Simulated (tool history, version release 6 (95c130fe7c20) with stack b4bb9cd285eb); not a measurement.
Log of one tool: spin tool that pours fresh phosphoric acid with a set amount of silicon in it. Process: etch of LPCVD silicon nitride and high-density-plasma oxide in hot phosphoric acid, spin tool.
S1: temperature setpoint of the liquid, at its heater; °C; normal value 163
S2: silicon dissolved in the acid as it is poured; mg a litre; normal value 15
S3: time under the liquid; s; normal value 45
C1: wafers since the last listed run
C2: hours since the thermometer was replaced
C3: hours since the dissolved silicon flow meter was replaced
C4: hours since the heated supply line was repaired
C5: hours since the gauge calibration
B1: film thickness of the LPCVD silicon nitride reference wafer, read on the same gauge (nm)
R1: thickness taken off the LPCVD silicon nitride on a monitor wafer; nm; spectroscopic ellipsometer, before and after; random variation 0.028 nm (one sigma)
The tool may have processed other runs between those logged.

run	day	S1	S2	S3	C1	C2	C3	C4	C5	B1	R1
1	0	163	15	45	0	58.4	2012	1853.6	40.8	49.984	3.666
2	0.762	163	17.5	65	230	76.7	2030.3	1871.9	59.1	50.004	5.352
3	1.479	163	15	45	216	93.9	2047.5	1889.1	76.3	50.011	3.641
4	2.554	163	15	45	325	119.7	2073.3	1914.9	102.1	50.02	3.578
5	3.629	163	15	50	325	145.5	2099.1	1940.7	127.9	49.986	4.051
6	4.558	164.5	8.5	25	281	167.8	2121.4	1963	150.2	49.979	2.155
7	5.454	163	26.5	45	271	189.3	2142.9	1984.5	171.7	50.013	3.604
8	6.4	164.5	15	25	286	212	2165.6	2007.2	194.4	50.012	2.125
# day 7.3: dissolved silicon flow meter replaced
9	7.692	161.5	15	35	378	243	9.4	2038.2	225.4	50.038	2.688
10	8.488	161.5	15	35	240	262.1	28.5	2057.3	244.5	50.038	2.673
11	9.067	161.5	15	30	175	276	42.4	2071.2	258.4	50.042	2.29
# day 10.05: heated supply line repaired
12	10.2	163	9	65	330	303.2	69.6	3.6	285.6	50.01	5.676
13	10.779	161.5	15	35	175	317.1	83.5	17.5	299.5	49.928	2.92
14	12.225	160.5	19	30	437	351.8	118.2	52.2	334.2	50.004	2.416
15	12.817	160.5	20	30	179	366	132.4	66.4	348.4	50.067	2.426
16	13.35	163	15	45	161	378.8	145.2	79.2	361.2	50.031	3.951
17	14.546	163	19.5	25	361	407.5	173.9	107.9	389.9	49.932	2.213
18	15.921	166	5.5	30	416	440.5	206.9	140.9	422.9	49.984	2.894
19	16.575	165.5	15	60	197	456.2	222.6	156.6	438.6	49.987	5.766
20	18.075	163	15	35	453	492.2	258.6	192.6	474.6	50.024	3.05
21	18.817	163	15	45	224	510	276.4	210.4	492.4	49.974	3.98

Here are 4 independent what-if runs from the current tool condition. What would each one return?
A	18.833	163	15	45	5	510.4	276.8	210.8	492.8	?	?
B	18.833	164.5	18.5	55	5	510.4	276.8	210.8	492.8	?	?
C	18.833	161	7.5	65	5	510.4	276.8	210.8	492.8	?	?
D	18.833	163	23	50	5	510.4	276.8	210.8	492.8	?	?

run	B1	R1
A	49.979	3.873
B	49.979	4.975
C	49.979	5.234
D	49.979	4.304
Stripped of hidden state, with their random variation kept, the same runs would have yielded:
run	R1
A	3.906
B	5.016
C	5.278
D	4.34

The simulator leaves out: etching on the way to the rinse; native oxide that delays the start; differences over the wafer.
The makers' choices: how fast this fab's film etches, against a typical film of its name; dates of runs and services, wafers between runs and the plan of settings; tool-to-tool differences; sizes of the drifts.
